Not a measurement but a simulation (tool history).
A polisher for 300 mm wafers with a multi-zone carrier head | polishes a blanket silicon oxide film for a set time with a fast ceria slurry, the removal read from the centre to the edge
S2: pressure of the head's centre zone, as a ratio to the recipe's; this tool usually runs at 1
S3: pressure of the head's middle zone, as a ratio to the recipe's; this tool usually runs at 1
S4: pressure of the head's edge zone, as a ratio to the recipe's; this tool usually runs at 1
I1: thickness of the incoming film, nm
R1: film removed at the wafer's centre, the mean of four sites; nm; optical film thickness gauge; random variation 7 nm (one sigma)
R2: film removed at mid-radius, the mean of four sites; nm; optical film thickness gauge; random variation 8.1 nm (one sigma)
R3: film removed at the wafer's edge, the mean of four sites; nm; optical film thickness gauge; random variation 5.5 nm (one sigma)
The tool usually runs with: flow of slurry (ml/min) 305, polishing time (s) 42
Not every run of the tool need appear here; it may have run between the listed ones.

{"run": 1, "hour": 0.0, "flow of slurry (ml/min)": 305, "S2": 1, "S3": 1, "S4": 1, "polishing time (s)": 50, "I1": 3848.9, "R1": 741.5, "R2": 693.2, "R3": 726.3}
{"run": 2, "hour": 53.3, "flow of slurry (ml/min)": 305, "S2": 1, "S3": 1, "S4": 1, "polishing time (s)": 50, "I1": 3758.7, "R1": 743.3, "R2": 708.8, "R3": 716.2}
{"run": 3, "hour": 160.6, "flow of slurry (ml/min)": 305, "S2": 1, "S3": 1, "S4": 1, "polishing time (s)": 50, "I1": 3799.5, "R1": 736.6, "R2": 714.2, "R3": 712.2}
{"hour": 192.5, "done": "worn pad replaced by a new one"}
{"run": 4, "hour": 217.2, "flow of slurry (ml/min)": 305, "S2": 1, "S3": 1, "S4": 1, "polishing time (s)": 42, "I1": 3813, "R1": 613.8, "R2": 594.7, "R3": 616.7}
{"run": 5, "hour": 256.0, "flow of slurry (ml/min)": 305, "S2": 1, "S3": 1, "S4": 1, "polishing time (s)": 42, "I1": 3829.3, "R1": 626.9, "R2": 607, "R3": 604.2}
{"hour": 271.2, "done": "slurry nozzle cleaned"}
{"run": 6, "hour": 344.6, "flow of slurry (ml/min)": 305, "S2": 0.93, "S3": 1, "S4": 1, "polishing time (s)": 42, "I1": 3785.5, "R1": 588.5, "R2": 593.7, "R3": 607.9}
{"hour": 377.0, "done": "worn pad replaced by a new one"}
{"run": 7, "hour": 439.0, "flow of slurry (ml/min)": 305, "S2": 1, "S3": 1, "S4": 1, "polishing time (s)": 42, "I1": 3766.6, "R1": 611.1, "R2": 600.5, "R3": 606.7}
{"hour": 491.9, "done": "edge zone pressure recalibrated"}
{"run": 8, "hour": 501.7, "flow of slurry (ml/min)": 395, "S2": 1.06, "S3": 1, "S4": 0.91, "polishing time (s)": 37, "I1": 3802.9, "R1": 579.4, "R2": 540.1, "R3": 523.3}
{"hour": 582.8, "done": "centre zone pressure recalibrated"}
{"hour": 589.5, "done": "worn pad replaced by a new one"}
{"hour": 594.1, "done": "carrier head's membrane replaced by a new one"}
{"run": 9, "hour": 599.6, "flow of slurry (ml/min)": 205, "S2": 1, "S3": 1, "S4": 1, "polishing time (s)": 38, "I1": 3746.6, "R1": 533.1, "R2": 520.1, "R3": 524.2}
{"hour": 601.6, "done": "slurry nozzle cleaned"}
{"run": 10, "hour": 662.9, "flow of slurry (ml/min)": 305, "S2": 1.11, "S3": 1, "S4": 1, "polishing time (s)": 42, "I1": 3805.2, "R1": 677.1, "R2": 595.4, "R3": 606.1}
{"run": 11, "hour": 719.4, "flow of slurry (ml/min)": 305, "S2": 1, "S3": 1, "S4": 1.09, "polishing time (s)": 42, "I1": 3821.7, "R1": 623.3, "R2": 601.3, "R3": 627.6}
{"hour": 772.4, "done": "worn pad replaced by a new one"}
{"run": 12, "hour": 783.3, "flow of slurry (ml/min)": 305, "S2": 1, "S3": 1.06, "S4": 1, "polishing time (s)": 42, "I1": 3840.5, "R1": 614.2, "R2": 615.2, "R3": 603.7}
{"run": 13, "hour": 887.3, "flow of slurry (ml/min)": 305, "S2": 1, "S3": 1, "S4": 1.08, "polishing time (s)": 42, "I1": 3811.8, "R1": 613.7, "R2": 606.8, "R3": 615.3}
{"hour": 928.7, "done": "slurry nozzle cleaned"}
{"run": 14, "hour": 966.7, "flow of slurry (ml/min)": 305, "S2": 1, "S3": 1, "S4": 1, "polishing time (s)": 42, "I1": 3771.7, "R1": 616.4, "R2": 594.1, "R3": 609.1}

Below are 3 alternative next runs, each starting from the tool's condition after run 14. Predict each:
{"run": "A", "hour": 967.1, "flow of slurry (ml/min)": 305, "S2": 1, "S3": 1, "S4": 1, "polishing time (s)": 42, "I1": 3852.3, "R1": "?", "R2": "?", "R3": "?"}
{"run": "B", "hour": 967.1, "flow of slurry (ml/min)": 405, "S2": 0.95, "S3": 1, "S4": 1, "polishing time (s)": 42, "I1": 3852.3, "R1": "?", "R2": "?", "R3": "?"}
{"run": "C", "hour": 967.1, "flow of slurry (ml/min)": 305, "S2": 1, "S3": 1, "S4": 1, "polishing time (s)": 47, "I1": 3852.3, "R1": "?", "R2": "?", "R3": "?"}

run=A R1=626.8 R2=597.1 R3=612.1
run=B R1=620 R2=612.2 R3=623.9
run=C R1=701.4 R2=668.2 R3=685
Had the tool no hidden state, the same runs would have come out as:
run=A R1=626.8 R2=597.1 R3=612.1
run=B R1=620 R2=612.2 R3=623.9
run=C R1=701.4 R2=668.2 R3=685
